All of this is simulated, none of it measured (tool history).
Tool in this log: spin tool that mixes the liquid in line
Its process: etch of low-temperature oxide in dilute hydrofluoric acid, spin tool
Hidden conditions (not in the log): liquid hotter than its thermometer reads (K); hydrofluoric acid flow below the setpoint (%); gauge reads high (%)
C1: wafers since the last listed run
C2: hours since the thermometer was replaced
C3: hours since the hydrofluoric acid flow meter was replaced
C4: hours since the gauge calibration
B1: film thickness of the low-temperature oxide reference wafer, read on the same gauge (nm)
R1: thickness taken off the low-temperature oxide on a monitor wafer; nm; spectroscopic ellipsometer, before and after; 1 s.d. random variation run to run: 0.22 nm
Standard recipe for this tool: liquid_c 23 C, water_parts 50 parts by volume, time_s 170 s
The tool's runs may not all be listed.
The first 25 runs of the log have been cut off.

{"run": 26, "day": 13.308, "liquid_c": 23, "water_parts": 50, "time_s": 170, "C1": 33, "C2": 61.2, "C3": 258.6, "C4": 195.7, "B1": 110, "R1": 35.05}
{"run": 27, "day": 13.558, "liquid_c": 19, "water_parts": 30, "time_s": 225, "C1": 26, "C2": 67.2, "C3": 264.6, "C4": 201.7, "B1": 110.01, "R1": 67.09}
{"run": 28, "day": 13.85, "liquid_c": 24.5, "water_parts": 70, "time_s": 170, "C1": 31, "C2": 74.2, "C3": 271.6, "C4": 208.7, "B1": 109.98, "R1": 25.94}
{"run": 29, "day": 14.254, "liquid_c": 23, "water_parts": 50, "time_s": 245, "C1": 43, "C2": 83.9, "C3": 281.3, "C4": 218.4, "B1": 110.01, "R1": 50.28}
{"run": 30, "day": 14.775, "liquid_c": 26.5, "water_parts": 60, "time_s": 85, "C1": 56, "C2": 96.4, "C3": 293.8, "C4": 230.9, "B1": 110, "R1": 16.84}
{"run": 31, "day": 15.358, "liquid_c": 23, "water_parts": 50, "time_s": 205, "C1": 62, "C2": 110.4, "C3": 307.8, "C4": 244.9, "B1": 109.97, "R1": 41.97}
{"run": 32, "day": 15.779, "liquid_c": 23, "water_parts": 50, "time_s": 170, "C1": 45, "C2": 120.5, "C3": 317.9, "C4": 255, "B1": 109.99, "R1": 35.25}
{"run": 33, "day": 16.15, "liquid_c": 23, "water_parts": 50, "time_s": 105, "C1": 39, "C2": 129.4, "C3": 326.8, "C4": 263.9, "B1": 109.99, "R1": 21.59}

Forecast each of these 4 alternatives for the next run:
{"run": "A", "day": 16.171, "liquid_c": 23, "water_parts": 50, "time_s": 170, "C1": 2, "C2": 129.9, "C3": 327.3, "C4": 264.4, "B1": "?", "R1": "?"}
{"run": "B", "day": 16.171, "liquid_c": 23, "water_parts": 30, "time_s": 110, "C1": 2, "C2": 129.9, "C3": 327.3, "C4": 264.4, "B1": "?", "R1": "?"}
{"run": "C", "day": 16.171, "liquid_c": 27, "water_parts": 50, "time_s": 135, "C1": 2, "C2": 129.9, "C3": 327.3, "C4": 264.4, "B1": "?", "R1": "?"}
{"run": "D", "day": 16.171, "liquid_c": 21, "water_parts": 60, "time_s": 215, "C1": 2, "C2": 129.9, "C3": 327.3, "C4": 264.4, "B1": "?", "R1": "?"}

run=A B1=110 R1=35.01
run=B B1=110 R1=38.75
run=C B1=110 R1=32.73
run=D B1=110 R1=33.52
The same runs, with their run-to-run variation unchanged, on a tool lacking any hidden condition would have given:
run=A R1=35.01
run=B R1=38.75
run=C R1=32.73
run=D R1=33.52
